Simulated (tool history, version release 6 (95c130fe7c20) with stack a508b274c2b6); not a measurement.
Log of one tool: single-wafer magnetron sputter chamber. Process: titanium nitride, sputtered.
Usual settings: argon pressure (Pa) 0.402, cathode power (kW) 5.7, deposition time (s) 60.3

| run | hour | argon pressure (Pa) | cathode power (kW) | deposition time (s) | read-back reference wafer on the same gauge, thickness_nm | mean film thickness on the monitor wafer (nm) |
|---|---|---|---|---|---|---|
| 1 | 0 | 0.402 | 5.7 | 60.3 | 58.919 | 63.507 |
| 2 | 14.9 | 0.402 | 5.7 | 60.3 | 58.891 | 63.505 |
|  | 18.5 | gauge calibrated |
| 3 | 31.9 | 0.402 | 5.7 | 60.3 | 58.881 | 63.612 |
| 4 | 59.8 | 0.402 | 6.4 | 60.3 | 58.923 | 71.275 |
| 5 | 86.1 | 0.402 | 6.4 | 60.3 | 58.911 | 71.3 |
| 6 | 113.4 | 0.402 | 5.7 | 60.3 | 58.913 | 63.456 |
| 7 | 132 | 0.402 | 5.7 | 60.3 | 58.887 | 63.561 |
|  | 180.1 | magnet pack replaced |
| 8 | 193 | 0.402 | 5.7 | 48.4 | 58.881 | 50.994 |
|  | 212.9 | gauge calibrated |
|  | 239.8 | sputter target and shields replaced |
| 9 | 244.6 | 0.454 | 5.7 | 60.3 | 58.877 | 61.736 |
|  | 255.4 | capacitance manometer re-zeroed and calibrated |
| 10 | 270.6 | 0.402 | 5.7 | 70.9 | 58.925 | 74.476 |
| 11 | 292.6 | 0.548 | 5.2 | 51.4 | 58.872 | 46.026 |
| 12 | 307.7 | 0.402 | 5.7 | 60.3 | 58.983 | 63.299 |
| 13 | 320 | 0.295 | 4.85 | 67 | 58.898 | 63.051 |
| 14 | 360.1 | 0.462 | 5.7 | 55.1 | 58.925 | 56.436 |

5 ways to go on from here, each from the tool as it stands after run 14. What would each give?
| A | 360.5 | 0.402 | 5.7 | 60.3 | ? | ? |
| B | 360.5 | 0.461 | 5.7 | 66.4 | ? | ? |
| C | 360.5 | 0.5 | 5.05 | 52.2 | ? | ? |
| D | 360.5 | 0.539 | 5.7 | 60.3 | ? | ? |
| E | 360.5 | 0.514 | 5.7 | 52.2 | ? | ? |

| run | read-back reference wafer on the same gauge, thickness_nm | mean film thickness on the monitor wafer (nm) |
|---|---|---|
| A | 58.894 | 63.366 |
| B | 58.894 | 67.902 |
| C | 58.894 | 46.457 |
| D | 58.894 | 59.509 |
| E | 58.894 | 52.103 |
Without the tool's hidden state the same runs would have given:
| run | mean film thickness on the monitor wafer (nm) |
|---|---|
| A | 63.366 |
| B | 67.902 |
| C | 46.457 |
| D | 59.509 |
| E | 52.103 |

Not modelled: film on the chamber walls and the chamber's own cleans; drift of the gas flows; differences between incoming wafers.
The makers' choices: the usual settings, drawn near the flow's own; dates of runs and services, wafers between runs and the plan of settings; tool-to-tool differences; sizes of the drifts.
